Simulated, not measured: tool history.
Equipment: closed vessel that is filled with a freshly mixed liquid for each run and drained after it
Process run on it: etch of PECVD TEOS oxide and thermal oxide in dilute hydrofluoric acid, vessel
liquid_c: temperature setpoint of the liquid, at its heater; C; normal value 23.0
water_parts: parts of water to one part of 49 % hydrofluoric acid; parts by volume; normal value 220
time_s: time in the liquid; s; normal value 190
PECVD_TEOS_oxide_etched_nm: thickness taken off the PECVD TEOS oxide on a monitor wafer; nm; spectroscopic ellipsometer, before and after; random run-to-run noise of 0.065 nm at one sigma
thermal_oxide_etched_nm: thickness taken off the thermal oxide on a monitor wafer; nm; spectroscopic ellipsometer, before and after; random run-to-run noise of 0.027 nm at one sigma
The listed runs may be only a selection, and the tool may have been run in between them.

run    hour  liquid_c  water_parts  time_s  read-back film thickness of the PECVD TEOS oxide reference wafer, read on the same gauge (nm)  read-back film thickness of the thermal oxide reference wafer, read on the same gauge (nm)  PECVD_TEOS_oxide_etched_nm  thermal_oxide_etched_nm
  1     0.0      23.0          220     190                                                                                         120.01                                                                                      99.997                       11.75                    3.788
  2    41.8      23.0          270     190                                                                                         120.00                                                                                     100.006                        9.10                    2.917
       88.6  -- gauge calibrated
  3   106.1      23.0          270     190                                                                                         119.99                                                                                     100.005                        9.18                    2.909
  4   147.5      23.0          270     190                                                                                         119.98                                                                                      99.993                        9.16                    2.907
      212.1  -- thermometer replaced
  5   215.8      23.0          255     190                                                                                         120.01                                                                                     100.001                        9.91                    3.152
      219.6  -- hydrofluoric acid flow meter replaced
  6   266.5      23.0          220     190                                                                                         120.02                                                                                     100.001                       11.08                    3.601
  7   298.0      23.0          220     190                                                                                         120.00                                                                                      99.987                       11.08                    3.531
  8   353.2      23.0          300      85                                                                                         120.00                                                                                     100.007                        3.39                    1.090
  9   422.7      23.0          220     110                                                                                         120.03                                                                                     100.006                        6.50                    2.074
 10   450.8      21.0          165     190                                                                                         120.02                                                                                     100.016                       14.74                    4.691
 11   520.6      20.5          220     190                                                                                         120.00                                                                                      99.990                       10.28                    3.282
 12   545.0      23.0          220     190                                                                                         120.01                                                                                     100.005                       11.16                    3.521
 13   615.7      27.0          130     190                                                                                         120.01                                                                                      99.997                       24.87                    7.735
 14   641.0      23.0          220     240                                                                                         120.03                                                                                     100.003                       14.22                    4.536
 15   670.5      23.0          220     190                                                                                         119.99                                                                                      99.980                       11.24                    3.616
 16   729.7      23.0          310     250                                                                                         119.99                                                                                      99.996                        9.58                    3.071
 17   754.6      23.0          220     190                                                                                         120.00                                                                                     100.003                       11.41                    3.577
      785.3  -- thermometer replaced
 18   825.6      27.5          220     190                                                                                         120.00                                                                                     100.023                       13.25                    4.292
 19   895.2      23.0          220     190                                                                                         120.00                                                                                      99.996                       11.36                    3.669
 20   951.0      23.0          220     190                                                                                         119.98                                                                                      99.999                       11.31                    3.592
 21   975.5      23.0          220     190                                                                                         120.01                                                                                     100.002                       11.36                    3.606
 22  1007.3      18.5          310     190                                                                                         119.98                                                                                      99.985                        6.39                    1.999
 23  1068.3      27.5          155     245                                                                                         120.01                                                                                      99.997                       26.56                    8.514
 24  1139.8      23.0          310     295                                                                                         120.00                                                                                      99.991                       11.53                    3.689
 25  1164.3      18.0          115     290                                                                                         120.01                                                                                     100.010                       30.68                    9.671

Below, some changes in PECVD_TEOS_oxide_etched_nm between adjacent runs. For each, the amount present without the hidden state too (settings, incoming material, random variation) and the amount remaining for the hidden state with gauge scatter not shared by both compared results:
Hidden conditions of the tool in this case: liquid colder than its thermometer reads (K); hydrofluoric acid flow above the setpoint (%); gauge reads high (%).
Run 22 -> 23: liquid_c 18.5 -> 27.5, water_parts 310 -> 155, time_s 190 -> 245. PECVD_TEOS_oxide_etched_nm +20.17 nm: hidden state +0.64, all else +19.53.
Run 24 -> 25: liquid_c 23.0 -> 18.0, water_parts 310 -> 115, time_s 295 -> 290. PECVD_TEOS_oxide_etched_nm +19.15 nm: hidden state +0.57, all else +18.58.

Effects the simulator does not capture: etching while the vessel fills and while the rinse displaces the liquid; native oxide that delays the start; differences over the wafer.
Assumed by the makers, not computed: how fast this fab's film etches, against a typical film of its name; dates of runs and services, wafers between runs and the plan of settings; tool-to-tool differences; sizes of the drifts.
